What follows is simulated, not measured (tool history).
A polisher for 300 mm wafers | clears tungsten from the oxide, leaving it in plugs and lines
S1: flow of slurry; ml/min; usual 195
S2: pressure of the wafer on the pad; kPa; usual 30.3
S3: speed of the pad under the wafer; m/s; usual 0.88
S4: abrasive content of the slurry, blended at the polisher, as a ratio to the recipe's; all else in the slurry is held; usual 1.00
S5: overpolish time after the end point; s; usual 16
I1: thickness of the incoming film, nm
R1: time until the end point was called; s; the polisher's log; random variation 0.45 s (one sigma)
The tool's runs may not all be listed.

{"run": 1, "hour": 0.0, "S1": 195, "S2": 30.3, "S3": 0.88, "S4": 1.0, "S5": 16, "I1": 253.6, "R1": 49.0}
{"run": 2, "hour": 42.4, "S1": 195, "S2": 30.3, "S3": 0.88, "S4": 1.0, "S5": 16, "I1": 250.8, "R1": 47.7}
{"hour": 52.0, "done": "worn pad replaced by a new one"}
{"run": 3, "hour": 93.1, "S1": 195, "S2": 30.3, "S3": 0.88, "S4": 1.0, "S5": 21, "I1": 247.8, "R1": 48.3}
{"hour": 243.8, "done": "slurry tank refilled with fresh slurry and peroxide"}
{"run": 4, "hour": 246.3, "S1": 195, "S2": 30.3, "S3": 0.88, "S4": 1.0, "S5": 21, "I1": 246.3, "R1": 49.5}
{"hour": 308.3, "done": "slurry blender recalibrated"}
{"run": 5, "hour": 362.4, "S1": 195, "S2": 30.3, "S3": 0.88, "S4": 1.0, "S5": 21, "I1": 249.9, "R1": 51.0}
{"hour": 404.7, "done": "worn pad replaced by a new one"}
{"run": 6, "hour": 409.7, "S1": 250, "S2": 30.3, "S3": 0.88, "S4": 1.0, "S5": 16, "I1": 251.2, "R1": 48.5}
{"run": 7, "hour": 462.6, "S1": 195, "S2": 30.3, "S3": 0.88, "S4": 1.0, "S5": 16, "I1": 251.8, "R1": 52.2}
{"run": 8, "hour": 496.2, "S1": 195, "S2": 30.3, "S3": 0.88, "S4": 1.0, "S5": 16, "I1": 248.4, "R1": 51.6}
{"hour": 515.0, "done": "slurry tank refilled with fresh slurry and peroxide"}
{"run": 9, "hour": 564.6, "S1": 195, "S2": 30.3, "S3": 0.88, "S4": 1.0, "S5": 16, "I1": 250.2, "R1": 52.4}
{"run": 10, "hour": 593.0, "S1": 195, "S2": 30.3, "S3": 0.88, "S4": 1.0, "S5": 16, "I1": 248.1, "R1": 52.2}
{"run": 11, "hour": 632.3, "S1": 195, "S2": 30.3, "S3": 0.68, "S4": 1.0, "S5": 16, "I1": 253.0, "R1": 69.9}
{"hour": 638.6, "done": "slurry nozzle cleaned"}
{"hour": 657.4, "done": "slurry blender recalibrated"}
{"run": 12, "hour": 675.5, "S1": 230, "S2": 30.3, "S3": 0.88, "S4": 1.0, "S5": 16, "I1": 251.6, "R1": 48.4}
{"hour": 701.0, "done": "worn pad replaced by a new one"}
{"run": 13, "hour": 747.2, "S1": 195, "S2": 38.6, "S3": 0.88, "S4": 1.0, "S5": 16, "I1": 253.4, "R1": 39.0}
{"run": 14, "hour": 775.1, "S1": 195, "S2": 26.9, "S3": 0.88, "S4": 1.0, "S5": 16, "I1": 250.7, "R1": 54.8}
{"hour": 792.2, "done": "head pressure recalibrated"}
{"hour": 798.6, "done": "slurry tank refilled with fresh slurry and peroxide"}
{"run": 15, "hour": 836.1, "S1": 175, "S2": 25.5, "S3": 0.88, "S4": 1.0, "S5": 16, "I1": 245.7, "R1": 57.2}
{"run": 16, "hour": 861.0, "S1": 195, "S2": 30.3, "S3": 0.72, "S4": 1.0, "S5": 7, "I1": 253.8, "R1": 60.2}
{"run": 17, "hour": 924.0, "S1": 195, "S2": 30.3, "S3": 0.88, "S4": 1.0, "S5": 16, "I1": 248.3, "R1": 48.7}
{"hour": 949.9, "done": "slurry blender recalibrated"}
{"run": 18, "hour": 965.0, "S1": 165, "S2": 38.6, "S3": 0.88, "S4": 0.75, "S5": 24, "I1": 251.8, "R1": 43.3}
{"hour": 970.0, "done": "worn pad replaced by a new one"}
{"run": 19, "hour": 1012.4, "S1": 195, "S2": 30.3, "S3": 0.88, "S4": 1.0, "S5": 16, "I1": 255.9, "R1": 50.3}
{"run": 20, "hour": 1072.1, "S1": 255, "S2": 30.3, "S3": 0.88, "S4": 1.0, "S5": 16, "I1": 248.3, "R1": 47.3}
{"hour": 1109.7, "done": "slurry tank refilled with fresh slurry and peroxide"}
{"run": 21, "hour": 1120.7, "S1": 230, "S2": 30.3, "S3": 0.8, "S4": 1.0, "S5": 16, "I1": 244.7, "R1": 53.1}
{"run": 22, "hour": 1169.7, "S1": 150, "S2": 30.3, "S3": 0.88, "S4": 1.0, "S5": 21, "I1": 251.0, "R1": 54.8}
{"run": 23, "hour": 1227.8, "S1": 195, "S2": 21.4, "S3": 0.88, "S4": 1.15, "S5": 11, "I1": 254.0, "R1": 67.8}
{"hour": 1271.0, "done": "slurry blender recalibrated"}
{"hour": 1305.8, "done": "worn pad replaced by a new one"}
{"run": 24, "hour": 1312.5, "S1": 195, "S2": 35.2, "S3": 0.72, "S4": 1.0, "S5": 16, "I1": 248.9, "R1": 56.7}
{"run": 25, "hour": 1344.0, "S1": 195, "S2": 30.3, "S3": 0.88, "S4": 1.0, "S5": 16, "I1": 249.0, "R1": 53.2}

The same runs without the tool's hidden state, with the same run-to-run variation:
The hidden state here: removal rate lost through wear of the pad, %; slurry flow missing at the pad, %; deviation of the head's pressure from its setpoint, %; abrasive missing from the slurry, %; peroxide lost from the slurry, %.
run=1 R1=48.3
run=2 R1=46.8
run=3 R1=47.2
run=4 R1=47.5
run=5 R1=48.2
run=6 R1=46.2
run=7 R1=48.5
run=8 R1=47.6
run=9 R1=47.8
run=10 R1=47.3
run=11 R1=62.7
run=12 R1=48.1
run=13 R1=38.4
run=14 R1=53.9
run=15 R1=55.8
run=16 R1=58.7
run=17 R1=47.2
run=18 R1=41.5
run=19 R1=48.2
run=20 R1=45.5
run=21 R1=50.6
run=22 R1=50.3
run=23 R1=62.9
run=24 R1=51.7
run=25 R1=48.2
